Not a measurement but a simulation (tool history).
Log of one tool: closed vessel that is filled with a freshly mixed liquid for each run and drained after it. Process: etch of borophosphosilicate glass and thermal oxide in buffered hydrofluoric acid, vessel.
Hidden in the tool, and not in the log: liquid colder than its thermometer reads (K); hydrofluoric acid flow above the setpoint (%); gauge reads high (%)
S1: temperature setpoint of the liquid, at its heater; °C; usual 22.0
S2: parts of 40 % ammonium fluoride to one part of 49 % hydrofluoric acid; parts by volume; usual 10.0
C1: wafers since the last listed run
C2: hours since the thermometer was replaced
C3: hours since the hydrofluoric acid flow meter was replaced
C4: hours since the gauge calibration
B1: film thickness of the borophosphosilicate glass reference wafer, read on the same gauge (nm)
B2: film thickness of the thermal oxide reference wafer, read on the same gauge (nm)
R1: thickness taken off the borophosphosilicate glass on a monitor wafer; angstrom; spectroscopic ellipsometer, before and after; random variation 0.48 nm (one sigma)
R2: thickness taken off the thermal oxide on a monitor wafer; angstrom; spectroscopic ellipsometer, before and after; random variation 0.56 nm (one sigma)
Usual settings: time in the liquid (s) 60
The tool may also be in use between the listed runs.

{"run": 1, "hour": 0.0, "S1": 22.0, "S2": 9.0, "time in the liquid (s)": 85, "C1": 0, "C2": 2.1, "C3": 2441.4, "C4": 164.9, "B1": 80.01, "B2": 79.96, "R1": 1723.0, "R2": 982.6}
{"hour": 8.1, "done": "hydrofluoric acid flow meter replaced"}
{"run": 2, "hour": 11.0, "S1": 22.0, "S2": 9.0, "time in the liquid (s)": 85, "C1": 1179, "C2": 13.1, "C3": 2.9, "C4": 175.9, "B1": 80.01, "B2": 79.98, "R1": 1725.1, "R2": 972.3}
{"run": 3, "hour": 23.7, "S1": 22.0, "S2": 9.0, "time in the liquid (s)": 85, "C1": 1498, "C2": 25.8, "C3": 15.6, "C4": 188.6, "B1": 79.97, "B2": 79.97, "R1": 1713.7, "R2": 976.3}
{"run": 4, "hour": 33.2, "S1": 22.0, "S2": 10.0, "time in the liquid (s)": 60, "C1": 1120, "C2": 35.3, "C3": 25.1, "C4": 198.1, "B1": 79.94, "B2": 80.0, "R1": 1128.3, "R2": 640.0}
{"run": 5, "hour": 39.5, "S1": 18.5, "S2": 10.0, "time in the liquid (s)": 60, "C1": 743, "C2": 41.6, "C3": 31.4, "C4": 204.4, "B1": 79.98, "B2": 80.04, "R1": 930.1, "R2": 527.7}
{"run": 6, "hour": 52.1, "S1": 23.5, "S2": 10.0, "time in the liquid (s)": 60, "C1": 1486, "C2": 54.2, "C3": 44.0, "C4": 217.0, "B1": 80.0, "B2": 79.99, "R1": 1219.7, "R2": 698.9}
{"run": 7, "hour": 64.2, "S1": 22.0, "S2": 10.0, "time in the liquid (s)": 60, "C1": 1427, "C2": 66.3, "C3": 56.1, "C4": 229.1, "B1": 79.98, "B2": 80.05, "R1": 1134.2, "R2": 641.0}
{"run": 8, "hour": 75.4, "S1": 25.0, "S2": 7.5, "time in the liquid (s)": 50, "C1": 1321, "C2": 77.5, "C3": 67.3, "C4": 240.3, "B1": 80.02, "B2": 80.04, "R1": 1443.6, "R2": 807.5}
{"run": 9, "hour": 82.8, "S1": 22.0, "S2": 8.5, "time in the liquid (s)": 60, "C1": 872, "C2": 84.9, "C3": 74.7, "C4": 247.7, "B1": 79.95, "B2": 80.02, "R1": 1277.8, "R2": 725.4}
{"run": 10, "hour": 90.4, "S1": 22.0, "S2": 10.0, "time in the liquid (s)": 60, "C1": 896, "C2": 92.5, "C3": 82.3, "C4": 255.3, "B1": 80.0, "B2": 79.98, "R1": 1126.4, "R2": 640.9}
{"hour": 93.8, "done": "gauge calibrated"}
{"run": 11, "hour": 102.5, "S1": 24.0, "S2": 13.5, "time in the liquid (s)": 30, "C1": 1427, "C2": 104.6, "C3": 94.4, "C4": 8.7, "B1": 80.01, "B2": 80.03, "R1": 468.1, "R2": 270.0}
{"run": 12, "hour": 118.5, "S1": 20.5, "S2": 7.5, "time in the liquid (s)": 90, "C1": 1887, "C2": 120.6, "C3": 110.4, "C4": 24.7, "B1": 80.04, "B2": 80.03, "R1": 2044.2, "R2": 1141.0}
{"run": 13, "hour": 130.4, "S1": 17.5, "S2": 12.0, "time in the liquid (s)": 35, "C1": 1403, "C2": 132.5, "C3": 122.3, "C4": 36.6, "B1": 79.98, "B2": 80.0, "R1": 427.1, "R2": 242.0}
{"run": 14, "hour": 136.8, "S1": 23.5, "S2": 12.5, "time in the liquid (s)": 70, "C1": 754, "C2": 138.9, "C3": 128.7, "C4": 43.0, "B1": 80.0, "B2": 79.98, "R1": 1144.6, "R2": 645.3}
{"run": 15, "hour": 152.6, "S1": 22.0, "S2": 10.0, "time in the liquid (s)": 60, "C1": 1863, "C2": 154.7, "C3": 144.5, "C4": 58.8, "B1": 80.01, "B2": 80.04, "R1": 1118.4, "R2": 638.1}

The next listed run, before its measurement:
{"run": 16, "hour": 163.6, "S1": 18.0, "S2": 10.0, "time in the liquid (s)": 90, "C1": 1297, "C2": 165.7, "C3": 155.5, "C4": 69.8, "B1": "?", "B2": "?", "R1": "?", "R2": "?"}

Run 16 gave B1 80.02, B2 79.99, R1 1348.9 angstrom, R2 769.8 angstrom.
Without the tool's hidden state the same run would have given R1 1376.4 angstrom, R2 785.7 angstrom.

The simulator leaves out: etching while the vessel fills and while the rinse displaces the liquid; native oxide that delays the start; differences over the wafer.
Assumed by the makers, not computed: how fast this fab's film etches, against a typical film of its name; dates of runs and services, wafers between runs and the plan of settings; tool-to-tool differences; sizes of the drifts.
